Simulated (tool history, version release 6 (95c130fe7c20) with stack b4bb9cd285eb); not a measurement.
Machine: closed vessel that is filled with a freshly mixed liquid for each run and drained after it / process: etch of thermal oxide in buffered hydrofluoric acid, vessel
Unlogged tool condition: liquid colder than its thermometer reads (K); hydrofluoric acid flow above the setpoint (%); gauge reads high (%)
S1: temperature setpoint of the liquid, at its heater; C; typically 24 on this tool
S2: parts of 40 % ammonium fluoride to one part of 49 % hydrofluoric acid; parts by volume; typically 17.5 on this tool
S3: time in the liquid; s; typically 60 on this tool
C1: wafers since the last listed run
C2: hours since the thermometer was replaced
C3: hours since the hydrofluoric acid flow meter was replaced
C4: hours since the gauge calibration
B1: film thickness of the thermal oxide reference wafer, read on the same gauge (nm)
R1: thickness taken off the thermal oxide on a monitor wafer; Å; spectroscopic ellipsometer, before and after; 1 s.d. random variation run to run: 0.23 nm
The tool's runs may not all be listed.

Run 1, hour 0: usual settings; C1 0; C2 2002.4; C3 1102.6; C4 2190.8; B1 140.01. Result: R1 409.1 Å.
Run 2, hour 27.7: usual settings; C1 3337; C2 2030.1; C3 1130.3; C4 2218.5; B1 139.99. Result: R1 412.5 Å.
Run 3, hour 76.9: usual settings but S3 70 s; C1 5928; C2 2079.3; C3 1179.5; C4 2267.7; B1 140.02. Result: R1 484.6 Å.
Run 4, hour 123: usual settings; C1 5554; C2 2125.4; C3 1225.6; C4 2313.8; B1 139.99. Result: R1 411.1 Å.
Run 5, hour 149: usual settings; C1 3132; C2 2151.4; C3 1251.6; C4 2339.8; B1 139.97. Result: R1 410.1 Å.
At hour 179.6: gauge calibrated.
Run 6, hour 185.1: usual settings; C1 4349; C2 2187.5; C3 1287.7; C4 5.5; B1 140. Result: R1 416.4 Å.
Run 7, hour 216.7: usual settings but S1 22.5 C, S3 35 s; C1 3807; C2 2219.1; C3 1319.3; C4 37.1; B1 139.99. Result: R1 222.4 Å.
Run 8, hour 280: usual settings but S1 23 C; C1 7627; C2 2282.4; C3 1382.6; C4 100.4; B1 140.02. Result: R1 393.2 Å.
Run 9, hour 339.5: usual settings but S1 23 C; C1 7169; C2 2341.9; C3 1442.1; C4 159.9; B1 140. Result: R1 395.4 Å.
At hour 367.4: thermometer replaced.
Run 10, hour 398.3: usual settings but S1 23 C; C1 6964; C2 30.9; C3 1500.9; C4 218.7; B1 140.01. Result: R1 397.5 Å.
Run 11, hour 452.8: usual settings; C1 6566; C2 85.4; C3 1555.4; C4 273.2; B1 140. Result: R1 423 Å.
Run 12, hour 505: usual settings but S2 23.5 parts by volume, S3 30 s; C1 6289; C2 137.6; C3 1607.6; C4 325.4; B1 140.01. Result: R1 161.1 Å.
Run 13, hour 534.9: usual settings but S1 19.5 C, S2 13.5 parts by volume, S3 40 s; C1 3602; C2 167.5; C3 1637.5; C4 355.3; B1 140.01. Result: R1 279.5 Å.
Run 14, hour 563.9: usual settings; C1 3494; C2 196.5; C3 1666.5; C4 384.3; B1 140. Result: R1 421.1 Å.
At hour 568.9: hydrofluoric acid flow meter replaced.
Run 15, hour 602.2: usual settings but S1 21.5 C, S2 12 parts by volume, S3 80 s; C1 4494; C2 234.8; C3 33.3; C4 422.6; B1 139.95. Result: R1 663 Å.
Run 16, hour 672.5: usual settings but S1 28.5 C; C1 8470; C2 305.1; C3 103.6; C4 492.9; B1 140. Result: R1 504.1 Å.
Run 17, hour 737.2: usual settings but S2 21 parts by volume, S3 70 s; C1 7796; C2 369.8; C3 168.3; C4 557.6; B1 140.03. Result: R1 390 Å.
Run 18, hour 933.5: usual settings but S1 27.5 C, S2 20.5 parts by volume; C1 23653; C2 566.1; C3 364.6; C4 753.9; B1 139.98. Result: R1 413.8 Å.
Run 19, hour 969.3: usual settings but S3 35 s; C1 4313; C2 601.9; C3 400.4; C4 789.7; B1 140. Result: R1 232.7 Å.
Run 20, hour 1029.2: usual settings; C1 7217; C2 661.8; C3 460.3; C4 849.6; B1 139.99. Result: R1 402.1 Å.
Run 21, hour 1062.5: usual settings; C1 4012; C2 695.1; C3 493.6; C4 882.9; B1 140.01. Result: R1 401.9 Å.
Run 22, hour 1128: usual settings but S1 25.5 C, S2 23 parts by volume, S3 70 s; C1 7892; C2 760.6; C3 559.1; C4 948.4; B1 139.98. Result: R1 401.1 Å.
Run 23, hour 1185.9: usual settings but S1 20 C, S2 11.5 parts by volume, S3 90 s; C1 6976; C2 818.5; C3 617; C4 1006.3; B1 139.98. Result: R1 726.6 Å.
Run 24, hour 1218.8: usual settings but S1 19.5 C, S2 22 parts by volume, S3 30 s; C1 3964; C2 851.4; C3 649.9; C4 1039.2; B1 139.96. Result: R1 126.7 Å.
Run 25, hour 1250.5: usual settings but S2 11 parts by volume, S3 50 s; C1 3819; C2 883.1; C3 681.6; C4 1070.9; B1 139.99. Result: R1 527 Å.
Run 26, hour 1308: usual settings but S1 27 C, S3 80 s; C1 6928; C2 940.6; C3 739.1; C4 1128.4; B1 140.01. Result: R1 634.8 Å.
Run 27, hour 1346.1: usual settings but S1 19.5 C, S3 30 s; C1 4590; C2 978.7; C3 777.2; C4 1166.5; B1 140.02. Result: R1 156.7 Å.
Run 28, hour 1372.3: usual settings but S1 26.5 C, S3 30 s; C1 3156; C2 1004.9; C3 803.4; C4 1192.7; B1 139.97. Result: R1 232.7 Å.
Run 29, hour 1423.5: usual settings; C1 6169; C2 1056.1; C3 854.6; C4 1243.9; B1 140.02. Result: R1 403.2 Å.
Run 30, hour 1491.9: usual settings but S2 22.5 parts by volume; C1 8241; C2 1124.5; C3 923; C4 1312.3; B1 139.99. Result: R1 324.8 Å.
Run 31, hour 1537.3: usual settings but S1 28 C; C1 5470; C2 1169.9; C3 968.4; C4 1357.7; B1 140.02. Result: R1 504.5 Å.
Run 32, hour 1589.8: usual settings but S2 23.5 parts by volume; C1 6325; C2 1222.4; C3 1020.9; C4 1410.2; B1 140.01. Result: R1 311.6 Å.

Predict each of these 5 candidate next runs independently; none follows another, all start after run 32:
Run A, hour 1590.5: usual settings; C1 84; C2 1223.1; C3 1021.6; C4 1410.9; B1 ?. Result: R1 ?.
Run B, hour 1590.5: usual settings but S2 24.5 parts by volume, S3 75 s; C1 84; C2 1223.1; C3 1021.6; C4 1410.9; B1 ?. Result: R1 ?.
Run C, hour 1590.5: usual settings but S2 15.5 parts by volume; C1 84; C2 1223.1; C3 1021.6; C4 1410.9; B1 ?. Result: R1 ?.
Run D, hour 1590.5: usual settings but S2 15 parts by volume; C1 84; C2 1223.1; C3 1021.6; C4 1410.9; B1 ?. Result: R1 ?.
Run E, hour 1590.5: usual settings but S1 21.5 C, S2 23.5 parts by volume; C1 84; C2 1223.1; C3 1021.6; C4 1410.9; B1 ?. Result: R1 ?.

run   B1     R1
  A  140  409.2
  B  140  385.4
  C  140    461
  D  140  476.1
  E  140  276.4
With no hidden state in the tool, these same runs would have given:
run     R1
  A  393.8
  B  375.3
  C  443.8
  D  458.3
  E  269.1

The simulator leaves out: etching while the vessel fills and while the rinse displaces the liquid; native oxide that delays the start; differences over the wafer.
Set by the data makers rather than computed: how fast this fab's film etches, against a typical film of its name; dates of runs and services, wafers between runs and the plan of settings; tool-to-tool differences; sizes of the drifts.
